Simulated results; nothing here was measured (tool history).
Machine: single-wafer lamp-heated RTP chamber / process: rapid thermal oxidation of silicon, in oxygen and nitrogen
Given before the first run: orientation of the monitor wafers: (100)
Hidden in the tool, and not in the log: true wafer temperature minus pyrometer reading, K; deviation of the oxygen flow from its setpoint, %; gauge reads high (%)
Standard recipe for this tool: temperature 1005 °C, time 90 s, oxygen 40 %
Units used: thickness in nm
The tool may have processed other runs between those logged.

| run | hour | temperature | time | oxygen | wafers since the last listed run | wafers since the last pyrometer calibration | hours since the oxygen flow controller was replaced | hours since the gauge calibration | read-back reference wafer on the same gauge, thickness | thickness |
|---|---|---|---|---|---|---|---|---|---|---|
| 1 | 0 | 1005 | 90 | 40 | 0 | 2513 | 3735.2 | 1805.3 | 5.465 | 5.02 |
| 2 | 56.2 | 1005 | 90 | 40 | 564 | 3078 | 3791.4 | 1861.5 | 5.471 | 5.043 |
| 3 | 116.6 | 1005 | 90 | 40 | 606 | 3684 | 3851.8 | 1921.9 | 5.472 | 5.032 |
| 4 | 184.8 | 1005 | 90 | 40 | 684 | 4369 | 3920 | 1990.1 | 5.469 | 5.014 |
|  | 224.7 | pyrometer window cleaned and pyrometer calibrated |
| 5 | 504.7 | 1005 | 90 | 40 | 3132 | 2812 | 4239.9 | 2310 | 5.469 | 5.015 |
| 6 | 548.2 | 1005 | 90 | 40 | 436 | 3249 | 4283.4 | 2353.5 | 5.464 | 5.021 |
| 7 | 596.1 | 1005 | 90 | 40 | 481 | 3730 | 4331.3 | 2401.4 | 5.469 | 5.044 |
| 8 | 686.7 | 1005 | 90 | 40 | 909 | 4640 | 4421.9 | 2492 | 5.467 | 5.014 |
|  | 723.3 | pyrometer window cleaned and pyrometer calibrated |
| 9 | 777.7 | 1005 | 90 | 40 | 833 | 546 | 4512.9 | 2583 | 5.465 | 5.005 |
| 10 | 840.6 | 1023 | 90 | 40 | 631 | 1177 | 4575.8 | 2645.9 | 5.47 | 5.677 |
| 11 | 914.7 | 1023 | 90 | 40 | 744 | 1922 | 4649.9 | 2720 | 5.474 | 5.695 |
| 12 | 951.9 | 1023 | 90 | 40 | 373 | 2295 | 4687.1 | 2757.2 | 5.469 | 5.67 |
|  | 978.2 | gauge calibrated |
|  | 983.3 | oxygen flow controller replaced |
| 13 | 1026 | 1005 | 90 | 40 | 663 | 2959 | 42.7 | 47.8 | 5.464 | 5.014 |
| 14 | 1133.4 | 1005 | 90 | 40 | 1078 | 4038 | 150.1 | 155.2 | 5.471 | 5.004 |
|  | 1153.4 | pyrometer window cleaned and pyrometer calibrated |
| 15 | 1234.7 | 975 | 53 | 40 | 937 | 817 | 251.4 | 256.5 | 5.469 | 3.318 |
| 16 | 1316.5 | 994 | 104 | 40 | 821 | 1638 | 333.2 | 338.3 | 5.473 | 4.932 |
| 17 | 1362 | 1005 | 114 | 28 | 456 | 2095 | 378.7 | 383.8 | 5.469 | 4.934 |
| 18 | 1448.1 | 1005 | 90 | 40 | 864 | 2960 | 464.8 | 469.9 | 5.47 | 5.022 |
| 19 | 1532.8 | 1005 | 106 | 40 | 850 | 3810 | 549.5 | 554.6 | 5.473 | 5.411 |
| 20 | 1579.1 | 1028 | 47 | 20 | 465 | 4275 | 595.8 | 600.9 | 5.468 | 3.565 |
|  | 1603.2 | pyrometer window cleaned and pyrometer calibrated |
| 21 | 1674.4 | 979 | 48 | 40 | 876 | 715 | 691.1 | 696.2 | 5.472 | 3.259 |
| 22 | 1724.5 | 1029 | 90 | 40 | 503 | 1218 | 741.2 | 746.3 | 5.473 | 5.923 |
| 23 | 1782 | 1005 | 52 | 40 | 577 | 1795 | 798.7 | 803.8 | 5.469 | 3.975 |
| 24 | 1842.9 | 1005 | 90 | 40 | 611 | 2407 | 859.6 | 864.7 | 5.47 | 5.021 |
| 25 | 1917.7 | 1005 | 90 | 40 | 751 | 3158 | 934.4 | 939.5 | 5.473 | 5.038 |
| 26 | 1981.9 | 1005 | 90 | 40 | 644 | 3803 | 998.6 | 1003.7 | 5.476 | 5.006 |
| 27 | 2021.8 | 1030 | 90 | 49 | 400 | 4204 | 1038.5 | 1043.6 | 5.471 | 6.422 |
| 28 | 2064 | 1027 | 68 | 52 | 423 | 4628 | 1080.7 | 1085.8 | 5.472 | 5.648 |
|  | 2088.9 | pyrometer window cleaned and pyrometer calibrated |
| 29 | 2156.6 | 1005 | 67 | 68 | 849 | 680 | 1173.3 | 1178.4 | 5.471 | 5.282 |

5 options for the next run, each taken on its own from the tool as it stands now. Forecast them:
| A | 2157 | 1005 | 90 | 30 | 4 | 684 | 1173.7 | 1178.8 | ? | ? |
| B | 2157 | 1005 | 131 | 29 | 4 | 684 | 1173.7 | 1178.8 | ? | ? |
| C | 2157 | 1015 | 68 | 40 | 4 | 684 | 1173.7 | 1178.8 | ? | ? |
| D | 2157 | 991 | 46 | 64 | 4 | 684 | 1173.7 | 1178.8 | ? | ? |
| E | 2157 | 987 | 90 | 17 | 4 | 684 | 1173.7 | 1178.8 | ? | ? |

| run | read-back reference wafer on the same gauge, thickness | thickness |
|---|---|---|
| A | 5.469 | 4.558 |
| B | 5.469 | 5.3 |
| C | 5.469 | 4.766 |
| D | 5.469 | 4.005 |
| E | 5.469 | 3.43 |
Had the tool no hidden state, the same runs would have come out as:
| run | thickness |
|---|---|
| A | 4.558 |
| B | 5.3 |
| C | 4.766 |
| D | 4.005 |
| E | 3.43 |

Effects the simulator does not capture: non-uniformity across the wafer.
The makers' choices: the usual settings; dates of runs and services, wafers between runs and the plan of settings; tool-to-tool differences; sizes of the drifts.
